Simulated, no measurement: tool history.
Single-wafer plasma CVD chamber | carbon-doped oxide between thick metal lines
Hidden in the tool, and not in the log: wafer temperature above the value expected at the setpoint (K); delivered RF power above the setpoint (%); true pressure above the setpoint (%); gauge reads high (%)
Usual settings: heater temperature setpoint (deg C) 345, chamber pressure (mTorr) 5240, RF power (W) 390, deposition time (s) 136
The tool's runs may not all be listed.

run     day  heater temperature setpoint (deg C)  chamber pressure (mTorr)  RF power (W)  deposition time (s)  wafers since the last listed run  hours since the last thermocouple change  hours since the last RF generator calibration  hours since the last manometer calibration  hours since the showerhead was replaced  hours since the gauge calibration  read-back reference wafer on the same gauge, thickness_nm  mean film thickness on the monitor wafer (nm)
  1       0                                  345                      5240           390                  136                                 0                                    2065.9                                            0.5                                      1748.6                                    152.6                             1829.8                                                    705.795                                        655.919
  2   1.767                                  345                      5240           390                  136                               421                                    2108.3                                           42.9                                        1791                                      195                             1872.2                                                    706.114                                        655.081
      3.446  -- thermocouple changed; heater temperature recalibrated
  3   4.246                                  345                      5240           390                  136                               511                                      19.2                                          102.4                                      1850.5                                    254.5                             1931.7                                                    706.055                                        658.657
  4   6.504                                  345                      5240           390                  136                               538                                      73.4                                          156.6                                      1904.7                                    308.7                             1985.9                                                    705.483                                        653.707
  5   7.767                                  345                      5240           390                  136                               300                                     103.7                                          186.9                                        1935                                      339                             2016.2                                                    705.788                                        652.959
  6   8.958                                  345                      5240           390                  136                               284                                     132.3                                          215.5                                      1963.6                                    367.6                             2044.8                                                    705.839                                         651.77
     10.908  -- capacitance manometer re-zeroed and calibrated
  7  11.312                                  350                      4730           390                  136                               481                                     188.8                                            272                                         9.7                                    424.1                             2101.3                                                    705.306                                        630.708
  8  13.175                                  345                      5240           390                  136                               444                                     233.5                                          316.7                                        54.4                                    468.8                               2146                                                    705.974                                        656.512
  9  15.625                                  350                      5800           390                  136                               584                                     292.3                                          375.5                                       113.2                                    527.6                             2204.8                                                    705.655                                        652.317
 10  17.562                                  345                      5240           390                  136                               461                                     338.8                                            422                                       159.7                                    574.1                             2251.3                                                    705.786                                        651.247
 11  18.746                                  331                      5930           390                  136                               282                                     367.2                                          450.4                                       188.1                                    602.5                             2279.7                                                     705.88                                        687.537
 12  19.992                                  345                      5240           390                  136                               296                                     397.1                                          480.3                                         218                                    632.4                             2309.6                                                    705.903                                        644.629
 13  22.204                                  345                      5240           420                  158                               527                                     450.2                                          533.4                                       271.1                                    685.5                             2362.7                                                    705.283                                        779.929
 14  25.183                                  345                      5240           350                  136                               710                                     521.7                                          604.9                                       342.6                                      757                             2434.2                                                    706.354                                        618.582
 15  27.075                                  336                      5670           430                  154                               450                                     567.1                                          650.3                                         388                                    802.4                             2479.6                                                    705.642                                        791.188
 16  28.612                                  345                      5240           390                  128                               366                                       604                                          687.2                                       424.9                                    839.3                             2516.5                                                    705.653                                        609.995
 17  31.179                                  345                      5240           390                  136                               611                                     665.6                                          748.8                                       486.5                                    900.9                             2578.1                                                    706.048                                        646.221
     32.688  -- gauge calibrated
 18  33.675                                  350                      4730           390                  136                               594                                     725.5                                          808.7                                       546.4                                    960.8                               23.7                                                    705.975                                        626.356
 19  34.812                                  345                      6510           325                  136                               271                                     752.8                                            836                                       573.7                                    988.1                                 51                                                    706.416                                        620.194
 20  37.142                                  345                      5240           390                  136                               555                                     808.7                                          891.9                                       629.6                                     1044                              106.9                                                    705.924                                        643.928
 21  39.821                                  345                      5240           390                  136                               638                                       873                                          956.2                                       693.9                                   1108.3                              171.2                                                    705.316                                        642.295
 22  42.208                                  337                      5790           390                  127                               569                                     930.3                                         1013.5                                       751.2                                   1165.6                              228.5                                                    705.487                                        623.071
 23  44.288                                  335                      5240           310                  143                               495                                     980.2                                         1063.4                                       801.1                                   1215.5                              278.4                                                    705.989                                        634.003
 24  46.025                                  333                      4340           390                  136                               414                                    1021.9                                         1105.1                                       842.8                                   1257.2                              320.1                                                    705.602                                        634.314
 25  47.946                                  332                      4040           330                  136                               457                                      1068                                         1151.2                                       888.9                                   1303.3                              366.2                                                     706.15                                        590.021
 26    49.4                                  345                      5240           390                  136                               346                                    1102.9                                         1186.1                                       923.8                                   1338.2                              401.1                                                    706.438                                        645.686
 27  51.683                                  337                      4630           440                  126                               544                                    1157.7                                         1240.9                                       978.6                                     1393                              455.9                                                      706.7                                        624.305

Forecast each of these 5 alternatives for the next run:
  A  51.7                                  345                      5240           390                  136                                 3                                    1158.1                                         1241.3                                         979                                   1393.4                              456.3                                                          ?                                              ?
  B  51.7                                  341                      5240           345                  136                                 3                                    1158.1                                         1241.3                                         979                                   1393.4                              456.3                                                          ?                                              ?
  C  51.7                                  332                      6360           390                  152                                 3                                    1158.1                                         1241.3                                         979                                   1393.4                              456.3                                                          ?                                              ?
  D  51.7                                  345                      6530           420                  136                                 3                                    1158.1                                         1241.3                                         979                                   1393.4                              456.3                                                          ?                                              ?
  E  51.7                                  349                      4200           325                  160                                 3                                    1158.1                                         1241.3                                         979                                   1393.4                              456.3                                                          ?                                              ?

run  read-back reference wafer on the same gauge, thickness_nm  mean film thickness on the monitor wafer (nm)
  A                                                    705.745                                        639.334
  B                                                    705.745                                        614.262
  C                                                    705.745                                        760.991
  D                                                    705.745                                        681.434
  E                                                    705.745                                        659.215
Without the tool's hidden state the same runs would have given:
run  mean film thickness on the monitor wafer (nm)
  A                                        654.299
  B                                        628.921
  C                                        778.804
  D                                        697.005
  E                                        674.947
